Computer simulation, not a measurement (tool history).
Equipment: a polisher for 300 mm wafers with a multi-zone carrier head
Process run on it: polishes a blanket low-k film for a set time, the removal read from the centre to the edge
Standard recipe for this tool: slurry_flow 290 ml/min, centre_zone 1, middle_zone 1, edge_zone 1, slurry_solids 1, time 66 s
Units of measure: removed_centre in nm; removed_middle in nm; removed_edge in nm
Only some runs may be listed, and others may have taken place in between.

| run | hour | slurry_flow | centre_zone | middle_zone | edge_zone | slurry_solids | time | incoming thickness of the incoming film, nm | removed_centre | removed_middle | removed_edge |
|---|---|---|---|---|---|---|---|---|---|---|---|
| 1 | 0 | 290 | 1 | 1 | 1 | 1 | 66 | 721 | 28.9 | 27.9 | 27.4 |
| 2 | 20.6 | 290 | 1 | 1 | 1 | 1 | 77 | 709.9 | 33.8 | 32.9 | 32.5 |
|  | 33.2 | worn pad replaced by a new one |
| 3 | 47.4 | 290 | 1 | 1 | 1 | 1 | 66 | 724.9 | 28.6 | 27.8 | 28.5 |
| 4 | 62.2 | 290 | 1 | 1 | 1 | 1 | 66 | 708.7 | 29.4 | 28 | 28.2 |
| 5 | 96.7 | 290 | 1 | 1 | 1 | 1 | 66 | 715.3 | 28.7 | 27.4 | 28.7 |
| 6 | 114 | 290 | 1 | 1 | 1 | 1 | 66 | 720.1 | 29.1 | 28.2 | 28 |
| 7 | 131 | 290 | 1 | 1 | 1 | 1 | 74 | 725.3 | 32.5 | 30 | 30.9 |
|  | 181.4 | worn pad replaced by a new one |
| 8 | 233.4 | 290 | 1 | 1 | 1 | 1 | 74 | 717.5 | 32.2 | 30.3 | 30.4 |
| 9 | 268.2 | 290 | 1 | 1 | 0.96 | 1 | 66 | 717.2 | 27.9 | 27 | 27.7 |
|  | 300 | slurry nozzle cleaned |
|  | 327.9 | worn pad replaced by a new one |
| 10 | 338 | 375 | 1.05 | 1 | 0.94 | 0.9 | 66 | 723.7 | 30.6 | 27.5 | 26.3 |
|  | 354.2 | centre zone pressure recalibrated |
| 11 | 370 | 290 | 1.06 | 1 | 0.94 | 1 | 52 | 717.3 | 24.4 | 22.7 | 22 |
|  | 425.2 | edge zone pressure recalibrated |
| 12 | 427.3 | 290 | 1 | 1 | 1 | 1 | 66 | 722.2 | 28.8 | 28.1 | 28.5 |
| 13 | 452.7 | 290 | 1 | 1 | 0.91 | 1 | 66 | 715.9 | 28.9 | 28.5 | 27 |
|  | 486.2 | worn pad replaced by a new one |
|  | 487.2 | carrier head's membrane replaced by a new one |
| 14 | 487.7 | 290 | 1 | 1 | 1 | 1 | 66 | 725.7 | 28.6 | 27.9 | 27.9 |
| 15 | 499.7 | 290 | 1 | 1 | 1 | 1 | 66 | 713.3 | 29.7 | 27.8 | 28.2 |
| 16 | 513.5 | 290 | 1 | 1.09 | 1 | 1 | 60 | 715.4 | 26.4 | 27.1 | 25.4 |
| 17 | 540.7 | 355 | 1 | 1 | 1.03 | 1.15 | 77 | 708.8 | 36.9 | 35.1 | 35.4 |
| 18 | 618.6 | 290 | 1 | 0.93 | 1.05 | 0.85 | 83 | 710 | 34.1 | 30.3 | 33.2 |

Each row is a separate what-if for the run after 18, all from the same tool condition, not one after another. Results?
| A | 619 | 290 | 1 | 1 | 1 | 1 | 66 | 720.3 | ? | ? | ? |
| B | 619 | 290 | 1 | 1 | 0.9 | 1 | 66 | 720.3 | ? | ? | ? |
| C | 619 | 290 | 0.93 | 0.94 | 1 | 1.25 | 66 | 720.3 | ? | ? | ? |
| D | 619 | 290 | 1.08 | 1 | 1 | 1.25 | 66 | 720.3 | ? | ? | ? |
| E | 619 | 315 | 0.93 | 1 | 1 | 1 | 66 | 720.3 | ? | ? | ? |

| run | removed_centre | removed_middle | removed_edge |
|---|---|---|---|
| A | 29.4 | 27.7 | 27.7 |
| B | 29.4 | 27.7 | 26.4 |
| C | 30.1 | 29.1 | 30.4 |
| D | 34.8 | 30.4 | 30.4 |
| E | 27.7 | 28 | 27.9 |
What these runs would have given with no unlogged condition in the tool:
| run | removed_centre | removed_middle | removed_edge |
|---|---|---|---|
| A | 29.3 | 28.2 | 28.1 |
| B | 29.3 | 28.2 | 26.7 |
| C | 29.9 | 29.6 | 30.8 |
| D | 34.6 | 30.9 | 30.8 |
| E | 27.5 | 28.4 | 28.2 |

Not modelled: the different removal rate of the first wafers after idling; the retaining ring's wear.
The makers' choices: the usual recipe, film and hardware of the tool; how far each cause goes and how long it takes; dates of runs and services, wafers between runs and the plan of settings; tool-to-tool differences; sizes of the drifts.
